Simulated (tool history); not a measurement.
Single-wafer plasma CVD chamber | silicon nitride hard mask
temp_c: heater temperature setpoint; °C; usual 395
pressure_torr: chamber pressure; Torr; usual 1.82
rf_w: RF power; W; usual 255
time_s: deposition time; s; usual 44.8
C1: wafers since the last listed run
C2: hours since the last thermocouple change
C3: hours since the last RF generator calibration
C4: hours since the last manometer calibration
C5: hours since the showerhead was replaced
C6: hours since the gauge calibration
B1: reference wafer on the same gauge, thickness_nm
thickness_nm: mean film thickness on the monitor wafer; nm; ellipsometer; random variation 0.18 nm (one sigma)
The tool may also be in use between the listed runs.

{"run": 1, "hour": 0.0, "temp_c": 395, "pressure_torr": 1.82, "rf_w": 220, "time_s": 44.8, "C1": 0, "C2": 898.0, "C3": 665.5, "C4": 1056.7, "C5": 3757.1, "C6": 165.5, "B1": 53.343, "thickness_nm": 40.974}
{"hour": 14.4, "done": "capacitance manometer re-zeroed and calibrated"}
{"run": 2, "hour": 14.9, "temp_c": 395, "pressure_torr": 1.82, "rf_w": 255, "time_s": 44.8, "C1": 140, "C2": 912.9, "C3": 680.4, "C4": 0.5, "C5": 3772.0, "C6": 180.4, "B1": 53.413, "thickness_nm": 45.959}
{"run": 3, "hour": 31.1, "temp_c": 395, "pressure_torr": 1.82, "rf_w": 255, "time_s": 44.8, "C1": 328, "C2": 929.1, "C3": 696.6, "C4": 16.7, "C5": 3788.2, "C6": 196.6, "B1": 53.384, "thickness_nm": 45.753}
{"run": 4, "hour": 37.9, "temp_c": 395, "pressure_torr": 1.82, "rf_w": 255, "time_s": 44.8, "C1": 138, "C2": 935.9, "C3": 703.4, "C4": 23.5, "C5": 3795.0, "C6": 203.4, "B1": 53.4, "thickness_nm": 46.001}
{"run": 5, "hour": 44.7, "temp_c": 395, "pressure_torr": 1.82, "rf_w": 255, "time_s": 44.8, "C1": 138, "C2": 942.7, "C3": 710.2, "C4": 30.3, "C5": 3801.8, "C6": 210.2, "B1": 53.374, "thickness_nm": 45.743}
{"run": 6, "hour": 56.1, "temp_c": 395, "pressure_torr": 1.48, "rf_w": 245, "time_s": 44.8, "C1": 231, "C2": 954.1, "C3": 721.6, "C4": 41.7, "C5": 3813.2, "C6": 221.6, "B1": 53.431, "thickness_nm": 41.716}
{"run": 7, "hour": 64.3, "temp_c": 403, "pressure_torr": 1.82, "rf_w": 285, "time_s": 44.8, "C1": 166, "C2": 962.3, "C3": 729.8, "C4": 49.9, "C5": 3821.4, "C6": 229.8, "B1": 53.503, "thickness_nm": 49.345}
{"run": 8, "hour": 82.3, "temp_c": 395, "pressure_torr": 1.82, "rf_w": 275, "time_s": 51.2, "C1": 365, "C2": 980.3, "C3": 747.8, "C4": 67.9, "C5": 3839.4, "C6": 247.8, "B1": 53.471, "thickness_nm": 55.366}
{"run": 9, "hour": 95.7, "temp_c": 395, "pressure_torr": 1.82, "rf_w": 255, "time_s": 44.8, "C1": 272, "C2": 993.7, "C3": 761.2, "C4": 81.3, "C5": 3852.8, "C6": 261.2, "B1": 53.434, "thickness_nm": 46.0}
{"run": 10, "hour": 104.3, "temp_c": 390, "pressure_torr": 2.03, "rf_w": 280, "time_s": 41.5, "C1": 174, "C2": 1002.3, "C3": 769.8, "C4": 89.9, "C5": 3861.4, "C6": 269.8, "B1": 53.368, "thickness_nm": 47.279}
{"hour": 121.5, "done": "thermocouple changed; heater temperature recalibrated"}
{"hour": 126.6, "done": "RF generator calibrated"}
{"run": 11, "hour": 156.4, "temp_c": 400, "pressure_torr": 2.17, "rf_w": 255, "time_s": 44.8, "C1": 793, "C2": 34.9, "C3": 29.8, "C4": 142.0, "C5": 3913.5, "C6": 321.9, "B1": 53.381, "thickness_nm": 48.278}
{"run": 12, "hour": 175.2, "temp_c": 388, "pressure_torr": 1.6, "rf_w": 270, "time_s": 44.8, "C1": 381, "C2": 53.7, "C3": 48.6, "C4": 160.8, "C5": 3932.3, "C6": 340.7, "B1": 53.489, "thickness_nm": 46.362}
{"hour": 189.5, "done": "showerhead replaced"}
{"run": 13, "hour": 190.1, "temp_c": 395, "pressure_torr": 2.17, "rf_w": 275, "time_s": 44.8, "C1": 140, "C2": 68.6, "C3": 63.5, "C4": 175.7, "C5": 0.6, "C6": 355.6, "B1": 53.336, "thickness_nm": 50.66}
{"run": 14, "hour": 204.8, "temp_c": 395, "pressure_torr": 1.67, "rf_w": 215, "time_s": 48.5, "C1": 298, "C2": 83.3, "C3": 78.2, "C4": 190.4, "C5": 15.3, "C6": 370.3, "B1": 53.363, "thickness_nm": 42.621}
{"hour": 214.5, "done": "gauge calibrated"}
{"run": 15, "hour": 216.9, "temp_c": 386, "pressure_torr": 2.22, "rf_w": 305, "time_s": 44.8, "C1": 245, "C2": 95.4, "C3": 90.3, "C4": 202.5, "C5": 27.4, "C6": 2.4, "B1": 53.386, "thickness_nm": 55.56}
{"run": 16, "hour": 232.7, "temp_c": 395, "pressure_torr": 1.82, "rf_w": 300, "time_s": 44.8, "C1": 320, "C2": 111.2, "C3": 106.1, "C4": 218.3, "C5": 43.2, "C6": 18.2, "B1": 53.441, "thickness_nm": 51.415}
{"run": 17, "hour": 249.9, "temp_c": 395, "pressure_torr": 1.82, "rf_w": 235, "time_s": 52.3, "C1": 349, "C2": 128.4, "C3": 123.3, "C4": 235.5, "C5": 60.4, "C6": 35.4, "B1": 53.482, "thickness_nm": 50.33}
{"run": 18, "hour": 258.6, "temp_c": 386, "pressure_torr": 2.22, "rf_w": 305, "time_s": 44.8, "C1": 176, "C2": 137.1, "C3": 132.0, "C4": 244.2, "C5": 69.1, "C6": 44.1, "B1": 53.337, "thickness_nm": 55.426}
{"run": 19, "hour": 275.0, "temp_c": 395, "pressure_torr": 1.82, "rf_w": 255, "time_s": 44.8, "C1": 333, "C2": 153.5, "C3": 148.4, "C4": 260.6, "C5": 85.5, "C6": 60.5, "B1": 53.423, "thickness_nm": 46.169}
{"run": 20, "hour": 290.2, "temp_c": 395, "pressure_torr": 1.82, "rf_w": 255, "time_s": 44.8, "C1": 308, "C2": 168.7, "C3": 163.6, "C4": 275.8, "C5": 100.7, "C6": 75.7, "B1": 53.436, "thickness_nm": 46.03}
{"run": 21, "hour": 298.6, "temp_c": 407, "pressure_torr": 2.13, "rf_w": 255, "time_s": 44.8, "C1": 170, "C2": 177.1, "C3": 172.0, "C4": 284.2, "C5": 109.1, "C6": 84.1, "B1": 53.417, "thickness_nm": 47.569}
{"run": 22, "hour": 311.8, "temp_c": 390, "pressure_torr": 1.82, "rf_w": 220, "time_s": 44.8, "C1": 268, "C2": 190.3, "C3": 185.2, "C4": 297.4, "C5": 122.3, "C6": 97.3, "B1": 53.483, "thickness_nm": 41.247}
{"run": 23, "hour": 323.7, "temp_c": 381, "pressure_torr": 1.53, "rf_w": 255, "time_s": 44.8, "C1": 241, "C2": 202.2, "C3": 197.1, "C4": 309.3, "C5": 134.2, "C6": 109.2, "B1": 53.389, "thickness_nm": 43.578}
{"run": 24, "hour": 367.8, "temp_c": 405, "pressure_torr": 1.66, "rf_w": 240, "time_s": 36.5, "C1": 895, "C2": 246.3, "C3": 241.2, "C4": 353.4, "C5": 178.3, "C6": 153.3, "B1": 53.416, "thickness_nm": 34.68}
{"run": 25, "hour": 384.1, "temp_c": 382, "pressure_torr": 1.82, "rf_w": 255, "time_s": 41.5, "C1": 331, "C2": 262.6, "C3": 257.5, "C4": 369.7, "C5": 194.6, "C6": 169.6, "B1": 53.407, "thickness_nm": 42.728}
{"run": 26, "hour": 394.9, "temp_c": 395, "pressure_torr": 1.66, "rf_w": 225, "time_s": 37.1, "C1": 219, "C2": 273.4, "C3": 268.3, "C4": 380.5, "C5": 205.4, "C6": 180.4, "B1": 53.359, "thickness_nm": 33.778}
{"run": 27, "hour": 401.1, "temp_c": 395, "pressure_torr": 1.97, "rf_w": 215, "time_s": 44.8, "C1": 125, "C2": 279.6, "C3": 274.5, "C4": 386.7, "C5": 211.6, "C6": 186.6, "B1": 53.417, "thickness_nm": 41.746}
{"run": 28, "hour": 416.8, "temp_c": 395, "pressure_torr": 2.19, "rf_w": 235, "time_s": 49.9, "C1": 318, "C2": 295.3, "C3": 290.2, "C4": 402.4, "C5": 227.3, "C6": 202.3, "B1": 53.301, "thickness_nm": 50.615}

Forecast each of these 5 alternatives for the next run:
{"run": "A", "hour": 417.2, "temp_c": 395, "pressure_torr": 1.82, "rf_w": 255, "time_s": 53.0, "C1": 8, "C2": 295.7, "C3": 290.6, "C4": 402.8, "C5": 227.7, "C6": 202.7, "B1": "?", "thickness_nm": "?"}
{"run": "B", "hour": 417.2, "temp_c": 395, "pressure_torr": 1.82, "rf_w": 255, "time_s": 40.5, "C1": 8, "C2": 295.7, "C3": 290.6, "C4": 402.8, "C5": 227.7, "C6": 202.7, "B1": "?", "thickness_nm": "?"}
{"run": "C", "hour": 417.2, "temp_c": 395, "pressure_torr": 1.82, "rf_w": 300, "time_s": 37.0, "C1": 8, "C2": 295.7, "C3": 290.6, "C4": 402.8, "C5": 227.7, "C6": 202.7, "B1": "?", "thickness_nm": "?"}
{"run": "D", "hour": 417.2, "temp_c": 395, "pressure_torr": 1.82, "rf_w": 280, "time_s": 44.8, "C1": 8, "C2": 295.7, "C3": 290.6, "C4": 402.8, "C5": 227.7, "C6": 202.7, "B1": "?", "thickness_nm": "?"}
{"run": "E", "hour": 417.2, "temp_c": 395, "pressure_torr": 1.82, "rf_w": 205, "time_s": 48.0, "C1": 8, "C2": 295.7, "C3": 290.6, "C4": 402.8, "C5": 227.7, "C6": 202.7, "B1": "?", "thickness_nm": "?"}

run=A B1=53.480 thickness_nm=54.228
run=B B1=53.480 thickness_nm=41.461
run=C B1=53.480 thickness_nm=42.446
run=D B1=53.480 thickness_nm=48.995
run=E B1=53.480 thickness_nm=41.795
Without the tool's hidden state the same runs would have given:
run=A thickness_nm=54.228
run=B thickness_nm=41.461
run=C thickness_nm=42.446
run=D thickness_nm=48.995
run=E thickness_nm=41.795
